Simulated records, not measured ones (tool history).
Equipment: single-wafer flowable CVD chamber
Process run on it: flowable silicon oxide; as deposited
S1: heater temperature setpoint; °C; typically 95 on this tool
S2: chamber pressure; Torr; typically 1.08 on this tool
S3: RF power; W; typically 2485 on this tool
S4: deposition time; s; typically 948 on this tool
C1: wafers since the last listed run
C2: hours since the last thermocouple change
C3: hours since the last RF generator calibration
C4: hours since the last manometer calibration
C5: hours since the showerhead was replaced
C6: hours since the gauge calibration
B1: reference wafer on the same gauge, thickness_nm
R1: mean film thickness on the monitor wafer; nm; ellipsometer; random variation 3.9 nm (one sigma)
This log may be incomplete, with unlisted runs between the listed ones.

run     day   S1    S2    S3    S4   C1      C2      C3      C4      C5     C6       B1        R1
  1       0   95  1.08  2485   852    0   997.8  2043.4  1012.1  3734.4  446.1  909.158   983.821
  2   0.654   95  1.08  2485   948   48  1013.5  2059.1  1027.8  3750.1  461.8  910.657  1089.201
  3   1.679   95  1.08  2485  1087   75  1038.1  2083.7  1052.4  3774.7  486.4  909.579  1251.174
  4   2.992   95  1.08  2485  1087   96  1069.6  2115.2  1083.9  3806.2  517.9  909.036  1259.321
  5   3.783   95  1.08  2485  1087   58  1088.6  2134.2  1102.9  3825.2  536.9   910.33  1261.581
  6   6.204   95  1.08  2485   948  177  1146.7  2192.3    1161  3883.3    595  911.513  1100.896
  7   6.908   83  1.08  2485   878   51  1163.6  2209.2  1177.9  3900.2  611.9  910.631  1561.521
  8    7.45   83  1.08  2485   878   39  1176.6  2222.2  1190.9  3913.2  624.9  910.275  1567.959
      8.342  -- capacitance manometer re-zeroed and calibrated
  9   8.654   95  1.08  2485   948   63  1205.5  2251.1     7.5  3942.1  653.8   911.49   921.815
 10   9.238   95  1.08  2485   948   42  1219.5  2265.1    21.5  3956.1  667.8  909.557   914.869
 11   9.971   95  1.08  2485   948   53  1237.1  2282.7    39.1  3973.7  685.4  907.691   924.712
     11.175  -- thermocouple changed; heater temperature recalibrated
 12   11.45   95  1.08  2485   948   84     6.6  2318.2    74.6  4009.2  720.9  911.454   919.104
     12.633  -- RF generator calibrated
     13.025  -- capacitance manometer re-zeroed and calibrated, repeated, since the last time left the tool worse
     13.167  -- showerhead replaced
 13  13.188   95  1.08  2485   948   68    48.3    13.3     3.9     0.5  762.6  911.335  1026.594
 14  14.279  107  1.08  2485   948   80    74.5    39.5    30.1    26.7  788.8  910.365   651.087
 15  15.054   95  1.08  2485   948   56    93.1    58.1    48.7    45.3  807.4  911.548   1030.81
 16   15.95  102  1.29  2485   948   65   114.6    79.6    70.2    66.8  828.9  909.673   948.962
 17  17.075   95  1.08  2485   948   82   141.6   106.6    97.2    93.8  855.9  911.485   1032.86
 18  17.658  101  0.96  2485   759   42   155.6   120.6   111.2   107.8  869.9  911.127   586.516
 19  18.479   84  0.99  2485   948   60   175.3   140.3   130.9   127.5  889.6  908.945  1407.118
     18.712  -- gauge calibrated
 20  22.942   95  1.34  2485   948  327   282.4   247.4     238   234.6  101.5  910.285  1292.037
 21  23.521   95  1.08  2485   787   42   296.3   261.3   251.9   248.5  115.4  909.889   861.895
 22  24.654   95  1.08  2485   835   83   323.5   288.5   279.1   275.7  142.6  909.296     919.3
 23  25.962   95  1.08  2485   948   96   354.9   319.9   310.5   307.1    174  910.804  1042.605
 24  27.275   95  1.08  2485   948   96   386.4   351.4     342   338.6  205.5  909.998  1044.379
 25   28.65   95  1.08  2885   948  101   419.4   384.4     375   371.6  238.5  910.913  1064.272
 26  29.942   95  0.98  2485   948   94   450.4   415.4     406   402.6  269.5  909.132   945.911
 27  31.212   95  1.26  2485   948   93   480.9   445.9   436.5   433.1    300  908.756  1232.413

5 options for the next run, each taken on its own from the tool as it stands now. Forecast them:
  A  31.242   95  1.08  2485   854   2  481.6  446.6  437.2  433.8  300.7   ?   ?
  B  31.242   85  0.97  2485   948   2  481.6  446.6  437.2  433.8  300.7   ?   ?
  C  31.242   89  1.08  2230   948   2  481.6  446.6  437.2  433.8  300.7   ?   ?
  D  31.242  105  1.08  2195   948   2  481.6  446.6  437.2  433.8  300.7   ?   ?
  E  31.242   95  1.08  2485  1039   2  481.6  446.6  437.2  433.8  300.7   ?   ?

run       B1        R1
  A  910.664   943.606
  B  910.664  1340.287
  C  910.664  1289.316
  D  910.664   705.669
  E  910.664  1148.018
Stripped of hidden state, with their random variation kept, the same runs would have yielded:
run        R1
  A   926.329
  B  1313.465
  C  1265.709
  D   692.748
  E  1126.997

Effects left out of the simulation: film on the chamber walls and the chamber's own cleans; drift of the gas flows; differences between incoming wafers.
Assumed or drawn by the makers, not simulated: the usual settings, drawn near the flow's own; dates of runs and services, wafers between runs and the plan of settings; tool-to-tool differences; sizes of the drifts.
